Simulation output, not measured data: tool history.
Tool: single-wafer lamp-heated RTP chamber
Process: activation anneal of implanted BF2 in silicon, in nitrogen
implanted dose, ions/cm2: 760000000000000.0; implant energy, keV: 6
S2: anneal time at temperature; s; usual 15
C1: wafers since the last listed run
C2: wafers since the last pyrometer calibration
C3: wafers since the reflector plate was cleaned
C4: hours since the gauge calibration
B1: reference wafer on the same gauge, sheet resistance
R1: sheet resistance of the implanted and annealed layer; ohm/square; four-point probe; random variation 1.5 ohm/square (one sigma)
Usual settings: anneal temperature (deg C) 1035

{"run": 1, "hour": 0.0, "anneal temperature (deg C)": 1035, "S2": 15, "C1": 0, "C2": 1846, "C3": 5142, "C4": 1059.9, "B1": 298.97, "R1": 240.51}
{"hour": 16.0, "done": "gauge calibrated"}
{"run": 2, "hour": 95.5, "anneal temperature (deg C)": 1035, "S2": 15, "C1": 1040, "C2": 2886, "C3": 6182, "C4": 79.5, "B1": 299.29, "R1": 238.14}
{"run": 3, "hour": 169.7, "anneal temperature (deg C)": 1035, "S2": 15, "C1": 808, "C2": 3694, "C3": 6990, "C4": 153.7, "B1": 298.68, "R1": 238.32}
{"hour": 226.4, "done": "reflector plate cleaned"}
{"run": 4, "hour": 242.4, "anneal temperature (deg C)": 1046, "S2": 15, "C1": 704, "C2": 4399, "C3": 174, "C4": 226.4, "B1": 299.54, "R1": 233.42}
{"run": 5, "hour": 290.9, "anneal temperature (deg C)": 1035, "S2": 15, "C1": 528, "C2": 4927, "C3": 702, "C4": 274.9, "B1": 299.26, "R1": 247.91}
{"hour": 306.7, "done": "pyrometer window cleaned and pyrometer calibrated"}
{"run": 6, "hour": 358.0, "anneal temperature (deg C)": 1035, "S2": 20, "C1": 643, "C2": 558, "C3": 1346, "C4": 342, "B1": 298.77, "R1": 235.11}
{"run": 7, "hour": 434.7, "anneal temperature (deg C)": 1035, "S2": 20, "C1": 835, "C2": 1393, "C3": 2181, "C4": 418.7, "B1": 299.01, "R1": 234.38}
{"run": 8, "hour": 528.8, "anneal temperature (deg C)": 1035, "S2": 15, "C1": 1024, "C2": 2418, "C3": 3206, "C4": 512.8, "B1": 298.91, "R1": 244.52}
{"run": 9, "hour": 570.4, "anneal temperature (deg C)": 1035, "S2": 15, "C1": 453, "C2": 2871, "C3": 3659, "C4": 554.4, "B1": 298.91, "R1": 241.92}
{"run": 10, "hour": 644.3, "anneal temperature (deg C)": 1035, "S2": 15, "C1": 804, "C2": 3676, "C3": 4464, "C4": 628.3, "B1": 299.03, "R1": 242.93}
{"run": 11, "hour": 711.1, "anneal temperature (deg C)": 1035, "S2": 15, "C1": 727, "C2": 4404, "C3": 5191, "C4": 695.1, "B1": 298.8, "R1": 240.44}
{"hour": 727.4, "done": "pyrometer window cleaned and pyrometer calibrated"}
{"run": 12, "hour": 748.6, "anneal temperature (deg C)": 1026, "S2": 20, "C1": 321, "C2": 230, "C3": 5513, "C4": 732.6, "B1": 298.94, "R1": 242.11}
{"run": 13, "hour": 803.7, "anneal temperature (deg C)": 1008, "S2": 12, "C1": 600, "C2": 830, "C3": 6113, "C4": 787.7, "B1": 299.19, "R1": 296.91}
{"run": 14, "hour": 877.8, "anneal temperature (deg C)": 1049, "S2": 6, "C1": 807, "C2": 1637, "C3": 6920, "C4": 861.8, "B1": 298.83, "R1": 260.83}
{"run": 15, "hour": 915.0, "anneal temperature (deg C)": 1035, "S2": 21, "C1": 405, "C2": 2043, "C3": 7325, "C4": 899, "B1": 299.17, "R1": 224.79}
{"hour": 950.8, "done": "reflector plate cleaned"}
{"run": 16, "hour": 1022.5, "anneal temperature (deg C)": 1012, "S2": 7, "C1": 1083, "C2": 3126, "C3": 780, "C4": 1006.5, "B1": 299.12, "R1": 339.24}
{"hour": 1043.2, "done": "gauge calibrated"}
{"run": 17, "hour": 1066.7, "anneal temperature (deg C)": 1035, "S2": 15, "C1": 481, "C2": 3608, "C3": 1262, "C4": 23.5, "B1": 298.77, "R1": 249.38}
{"run": 18, "hour": 1133.3, "anneal temperature (deg C)": 1035, "S2": 15, "C1": 725, "C2": 4333, "C3": 1987, "C4": 90.1, "B1": 298.83, "R1": 249.17}
{"hour": 1152.5, "done": "pyrometer window cleaned and pyrometer calibrated"}
{"run": 19, "hour": 1193.5, "anneal temperature (deg C)": 1061, "S2": 15, "C1": 568, "C2": 446, "C3": 2556, "C4": 150.3, "B1": 299.16, "R1": 210.84}
{"run": 20, "hour": 1312.0, "anneal temperature (deg C)": 1005, "S2": 18, "C1": 1290, "C2": 1736, "C3": 3846, "C4": 268.8, "B1": 298.9, "R1": 284.63}
{"run": 21, "hour": 1389.4, "anneal temperature (deg C)": 1050, "S2": 15, "C1": 843, "C2": 2579, "C3": 4689, "C4": 346.2, "B1": 299.27, "R1": 221.67}
{"run": 22, "hour": 1451.7, "anneal temperature (deg C)": 1035, "S2": 15, "C1": 678, "C2": 3258, "C3": 5368, "C4": 408.5, "B1": 298.48, "R1": 242.63}
{"run": 23, "hour": 1554.8, "anneal temperature (deg C)": 1058, "S2": 10, "C1": 1122, "C2": 4381, "C3": 6491, "C4": 511.6, "B1": 298.8, "R1": 227.4}
{"hour": 1624.1, "done": "pyrometer window cleaned and pyrometer calibrated"}
{"run": 24, "hour": 1626.6, "anneal temperature (deg C)": 1008, "S2": 23, "C1": 694, "C2": 27, "C3": 7186, "C4": 583.4, "B1": 298.99, "R1": 262.43}

Some steps in R1 between neighbouring runs. How much of each would the tool show without its hidden state too (settings, what came in, random variation), and how much is left for the hidden state, with any gauge scatter that isn't in both results?
The hidden state here: true wafer temperature minus pyrometer reading, K; wafer temperature error from the tarnished reflector plate, K; gauge reads high (%).
Run 3 -> 4: anneal temperature (deg C) 1035 -> 1046, reflector plate cleaned. R1 -4.9 ohm/square: hidden state +9.46, all else -14.36.
Run 15 -> 16: anneal temperature (deg C) 1035 -> 1012, S2 21 -> 7, reflector plate cleaned. R1 +114.45 ohm/square: hidden state +7.32, all else +107.13.
Run 16 -> 17: anneal temperature (deg C) 1012 -> 1035, S2 7 -> 15, gauge calibrated. R1 -89.86 ohm/square: hidden state +0.42, all else -90.28.
